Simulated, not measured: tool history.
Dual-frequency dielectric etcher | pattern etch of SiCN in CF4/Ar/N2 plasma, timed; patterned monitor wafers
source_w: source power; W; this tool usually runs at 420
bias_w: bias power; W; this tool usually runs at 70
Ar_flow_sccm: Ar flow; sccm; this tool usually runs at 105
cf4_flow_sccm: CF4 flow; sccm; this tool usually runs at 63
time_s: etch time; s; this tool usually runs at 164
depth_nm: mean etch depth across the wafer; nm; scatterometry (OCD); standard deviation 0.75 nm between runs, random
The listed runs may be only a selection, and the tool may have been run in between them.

run   hour  source_w  bias_w  Ar_flow_sccm  cf4_flow_sccm  time_s  wafers since the last listed run  hours since the last wet clean  hours since the last source power generator calibration  hours since the last bias power generator calibration  hours since the last Ar flow controller change  hours since the last CF4 flow controller change  hours since the last upper electrode change  hours since the gauge calibration  read-back reference wafer on the same gauge, depth_nm  depth_nm
  1      0       420      70           105             63     197                                 0                           158.9                                                     82.8                                                 2056.2                                          2742.5                                           5021.1                                         36.7                              511.8                                                  143.2     153.1
      11.9  -- gauge calibrated
  2   15.3       420      70           105             63     164                                72                           174.2                                                     98.1                                                 2071.5                                          2757.8                                           5036.4                                           52                                3.4                                                  140.3     122.5
  3   42.7       420      70           105             63     164                               130                           201.6                                                    125.5                                                 2098.9                                          2785.2                                           5063.8                                         79.4                               30.8                                                  139.9     123.7
      63.8  -- bias power generator calibrated
  4   70.1       420      70           105             63     164                               111                             229                                                    152.9                                                    6.3                                          2812.6                                           5091.2                                        106.8                               58.2                                                  140.2       125
      93.2  -- CF4 flow controller replaced
  5   97.1       420      70           105             63     164                               100                             256                                                    179.9                                                   33.3                                          2839.6                                              3.9                                        133.8                               85.2                                                  140.1     123.2
  6  110.7       420      70            92             71     164                                64                           269.6                                                    193.5                                                   46.9                                          2853.2                                             17.5                                        147.4                               98.8                                                  140.7     129.3
  7  135.9       420      70           105             70     164                               120                           294.8                                                    218.7                                                   72.1                                          2878.4                                             42.7                                        172.6                                124                                                  139.7     126.7
  8  148.8       470      78           116             63   141.5                                61                           307.7                                                    231.6                                                     85                                          2891.3                                             55.6                                        185.5                              136.9                                                    140     119.8
  9  170.5       390      70            82             63     164                               103                           329.4                                                    253.3                                                  106.7                                            2913                                             77.3                                        207.2                              158.6                                                  140.5     121.5
     185.1  -- Ar flow controller replaced
     211.8  -- wet clean of the chamber
 10  212.3       420      56           118             63   182.5                                56                             0.5                                                    295.1                                                  148.5                                            27.2                                            119.1                                          249                              200.4                                                  140.3     126.5
 11  222.2       420      70           130             63     164                                47                            10.4                                                      305                                                  158.4                                            37.1                                              129                                        258.9                              210.3                                                  140.3     121.6
 12  249.7       510      56           105             63   130.5                               131                            37.9                                                    332.5                                                  185.9                                            64.6                                            156.5                                        286.4                              237.8                                                  140.7     106.9
 13  277.9       420      56           118             63   182.5                               134                            66.1                                                    360.7                                                  214.1                                            92.8                                            184.7                                        314.6                                266                                                  140.4     127.3
 14  300.6       420      70           105             49     181                               108                            88.8                                                    383.4                                                  236.8                                           115.5                                            207.4                                        337.3                              288.7                                                  141.1     132.2
 15    317       420      70            87             53   201.5                                78                           105.2                                                    399.8                                                  253.2                                           131.9                                            223.8                                        353.7                              305.1                                                  141.3     151.2
 16  349.6       420      70           105             63     164                               155                           137.8                                                    432.4                                                  285.8                                           164.5                                            256.4                                        386.3                              337.7                                                  140.9     126.6
 17  375.3       420      70           105             63     164                               122                           163.5                                                    458.1                                                  311.5                                           190.2                                            282.1                                          412                              363.4                                                  141.6     123.9
 18  396.9       420      70           120             63     164                               102                           185.1                                                    479.7                                                  333.1                                           211.8                                            303.7                                        433.6                                385                                                  141.8     122.9
 19  409.8       420      53            93             57     164                                61                             198                                                    492.6                                                    346                                           224.7                                            316.6                                        446.5                              397.9                                                  141.8     114.4
 20    439       460      56           105             70     164                               139                           227.2                                                    521.8                                                  375.2                                           253.9                                            345.8                                        475.7                              427.1                                                  142.2     128.3
 21  465.2       370      65           116             63     164                               124                           253.4                                                      548                                                  401.4                                           280.1                                              372                                        501.9                              453.3                                                    142     111.8
 22  488.3       420      62           105             63     164                               110                           276.5                                                    571.1                                                  424.5                                           303.2                                            395.1                                          525                              476.4                                                  141.9     120.7

Predict each of these 3 candidate next runs independently; none follows another, all start after run 22:
  A  488.8       420      70           105             63     164                                 2                             277                                                    571.6                                                    425                                           303.7                                            395.6                                        525.5                              476.9                                                      ?         ?
  B  488.8       420      70           105             58     180                                 2                             277                                                    571.6                                                    425                                           303.7                                            395.6                                        525.5                              476.9                                                      ?         ?
  C  488.8       450      87           105             63     164                                 2                             277                                                    571.6                                                    425                                           303.7                                            395.6                                        525.5                              476.9                                                      ?         ?

run  read-back reference wafer on the same gauge, depth_nm  depth_nm
  A                                                  142.6     126.3
  B                                                  142.6     136.7
  C                                                  142.6     143.1
Take away the tool's hidden state, keep each run's random variation, and the runs would have read:
run  depth_nm
  A     124.1
  B     134.4
  C     140.6

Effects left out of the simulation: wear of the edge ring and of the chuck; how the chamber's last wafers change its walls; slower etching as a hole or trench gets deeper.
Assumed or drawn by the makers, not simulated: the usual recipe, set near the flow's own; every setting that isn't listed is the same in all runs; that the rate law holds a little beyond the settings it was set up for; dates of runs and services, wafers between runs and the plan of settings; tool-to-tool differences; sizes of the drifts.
